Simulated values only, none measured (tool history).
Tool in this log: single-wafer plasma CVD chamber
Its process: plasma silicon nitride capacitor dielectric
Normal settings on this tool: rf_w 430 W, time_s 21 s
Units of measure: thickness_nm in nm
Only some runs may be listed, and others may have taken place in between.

| run | hour | rf_w | time_s | wafers since the last listed run | hours since the last RF generator calibration | hours since the showerhead was replaced | hours since the gauge calibration | read-back reference wafer on the same gauge, thickness_nm | thickness_nm |
|---|---|---|---|---|---|---|---|---|---|
| 1 | 0 | 455 | 22.8 | 0 | 711.1 | 3732.8 | 109.5 | 31.883 | 35.228 |
| 2 | 12.7 | 430 | 21 | 345 | 723.8 | 3745.5 | 122.2 | 31.843 | 31.706 |
| 3 | 25.2 | 430 | 21 | 339 | 736.3 | 3758 | 134.7 | 31.904 | 32.034 |
| 4 | 56 | 400 | 23.5 | 837 | 767.1 | 3788.8 | 165.5 | 31.864 | 34.824 |
| 5 | 68.3 | 430 | 21 | 334 | 779.4 | 3801.1 | 177.8 | 31.901 | 32.061 |
|  | 73.1 | gauge calibrated |
|  | 123.5 | showerhead replaced |
|  | 150.8 | RF generator calibrated |
| 6 | 151.3 | 370 | 21 | 1821 | 0.5 | 27.8 | 78.2 | 31.925 | 30.692 |
| 7 | 180.8 | 370 | 21 | 802 | 30 | 57.3 | 107.7 | 31.903 | 30.335 |
|  | 258.1 | gauge calibrated |
| 8 | 264.4 | 430 | 23.2 | 2273 | 113.6 | 140.9 | 6.3 | 31.892 | 35.424 |
| 9 | 292.1 | 430 | 21 | 753 | 141.3 | 168.6 | 34 | 31.878 | 32.071 |
| 10 | 316 | 430 | 21 | 649 | 165.2 | 192.5 | 57.9 | 31.961 | 32.09 |
| 11 | 330.8 | 430 | 23.4 | 402 | 180 | 207.3 | 72.7 | 31.864 | 35.441 |
| 12 | 350.2 | 470 | 21 | 527 | 199.4 | 226.7 | 92.1 | 31.92 | 32.572 |
| 13 | 366.5 | 500 | 18.6 | 443 | 215.7 | 243 | 108.4 | 31.906 | 29.605 |
| 14 | 382.4 | 390 | 18.3 | 432 | 231.6 | 258.9 | 124.3 | 31.839 | 26.806 |

Each row is a separate what-if for the run after 14, all from the same tool condition, not one after another. Results?
| A | 382.8 | 375 | 21 | 10 | 232 | 259.3 | 124.7 | ? | ? |
| B | 382.8 | 345 | 22.8 | 10 | 232 | 259.3 | 124.7 | ? | ? |
| C | 382.8 | 395 | 21 | 10 | 232 | 259.3 | 124.7 | ? | ? |
| D | 382.8 | 490 | 23.4 | 10 | 232 | 259.3 | 124.7 | ? | ? |
| E | 382.8 | 400 | 17.8 | 10 | 232 | 259.3 | 124.7 | ? | ? |

| run | read-back reference wafer on the same gauge, thickness_nm | thickness_nm |
|---|---|---|
| A | 31.9 | 30.74 |
| B | 31.9 | 32.61 |
| C | 31.9 | 31.189 |
| D | 31.9 | 36.929 |
| E | 31.9 | 26.53 |
With the hidden condition removed and each run's random variation left untouched, the same runs would have given:
| run | thickness_nm |
|---|---|
| A | 30.74 |
| B | 32.61 |
| C | 31.189 |
| D | 36.929 |
| E | 26.53 |

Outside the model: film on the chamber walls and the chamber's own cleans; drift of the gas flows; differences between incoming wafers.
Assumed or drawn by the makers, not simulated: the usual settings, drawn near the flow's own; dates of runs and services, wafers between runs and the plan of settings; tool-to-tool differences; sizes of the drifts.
